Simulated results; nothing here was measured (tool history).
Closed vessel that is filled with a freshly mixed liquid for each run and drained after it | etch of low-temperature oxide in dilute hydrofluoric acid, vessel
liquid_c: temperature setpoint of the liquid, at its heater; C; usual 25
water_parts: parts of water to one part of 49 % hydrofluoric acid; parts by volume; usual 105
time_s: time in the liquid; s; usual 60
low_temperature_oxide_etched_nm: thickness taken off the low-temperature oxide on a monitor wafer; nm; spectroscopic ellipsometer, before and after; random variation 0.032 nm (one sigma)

run	hour	liquid_c	water_parts	time_s	read-back film thickness of the low-temperature oxide reference wafer, read on the same gauge (nm)	low_temperature_oxide_etched_nm
1	0	25	125	60	119.99	5.41
2	106.8	25	125	60	120.01	5.51
3	181.3	25	125	60	120	5.46
4	252.4	25	120	60	120.02	5.78
5	357.3	25	105	80	120.02	8.95
6	420	25	105	80	119.97	9.05
7	519.9	25	105	80	119.98	9.06
8	622.3	25	105	60	119.99	6.81
# hour 780.5: hydrofluoric acid flow meter replaced
9	910.1	25	105	60	119.99	6.87
# hour 973.7: thermometer replaced
10	1009.3	25	105	60	120	7.05
11	1105.5	25	105	60	120.05	7.14
12	1179.5	25	105	60	119.99	7.12
13	1286.9	25	90	60	120.01	8.56
# hour 1508.7: hydrofluoric acid flow meter replaced
# hour 1556: thermometer replaced, repeated, since the last time left the tool worse
14	1581.7	22.5	65	60	119.98	9.96
15	1669.9	22.5	65	60	120.01	9.95
# hour 1736.2: gauge calibrated
16	1744.4	25	105	60	119.97	6.56
17	1795.5	25	105	60	119.98	6.56
18	2053	23.5	75	35	120.01	5.3
19	2098	27.5	120	60	119.99	6.27
# hour 2177.1: hydrofluoric acid flow meter replaced
20	2183.5	28	105	75	120.01	9.26
21	2366.9	25	75	95	120.02	15.27
22	2413	27	60	90	119.99	20.09
23	2493.7	25	105	60	120.02	6.66
24	2562	22	140	60	119.99	4.3
25	2656.9	25	105	60	120	6.68
26	2971.9	21	130	90	120.01	6.8
27	3046.6	28.5	55	50	120	13.36
# hour 3068.5: hydrofluoric acid flow meter replaced
# hour 3106.6: thermometer replaced
28	3194.2	21	130	80	120	5.81
29	3243.7	22.5	90	50	119.98	5.79
30	3324.4	25	105	60	120	6.55
31	3405.7	25	130	60	120.03	5.14

Hidden state or all else? Some run-to-run changes of low_temperature_oxide_etched_nm, split into what the settings, what came in and random variation would give without the hidden state, and what is left for the hidden state (with any gauge scatter that isn't in both results):
The hidden state here: liquid hotter than its thermometer reads (K); hydrofluoric acid flow below the setpoint (%); gauge reads high (%).
Run 13 -> 14: liquid_c 25 -> 22.5, water_parts 90 -> 65, hydrofluoric acid flow meter replaced, thermometer replaced, repeated, since the last time left the tool worse. low_temperature_oxide_etched_nm +1.4 nm: hidden state -0.8, all else +2.2.
Run 22 -> 23: liquid_c 27 -> 25, water_parts 60 -> 105, time_s 90 -> 60. low_temperature_oxide_etched_nm -13.43 nm: hidden state -0.41, all else -13.02.
Run 26 -> 27: liquid_c 21 -> 28.5, water_parts 130 -> 55, time_s 90 -> 50. low_temperature_oxide_etched_nm +6.56 nm: hidden state +0.35, all else +6.21.
Run 27 -> 28: liquid_c 28.5 -> 21, water_parts 55 -> 130, time_s 50 -> 80, hydrofluoric acid flow meter replaced, thermometer replaced. low_temperature_oxide_etched_nm -7.55 nm: hidden state -0.68, all else -6.87.

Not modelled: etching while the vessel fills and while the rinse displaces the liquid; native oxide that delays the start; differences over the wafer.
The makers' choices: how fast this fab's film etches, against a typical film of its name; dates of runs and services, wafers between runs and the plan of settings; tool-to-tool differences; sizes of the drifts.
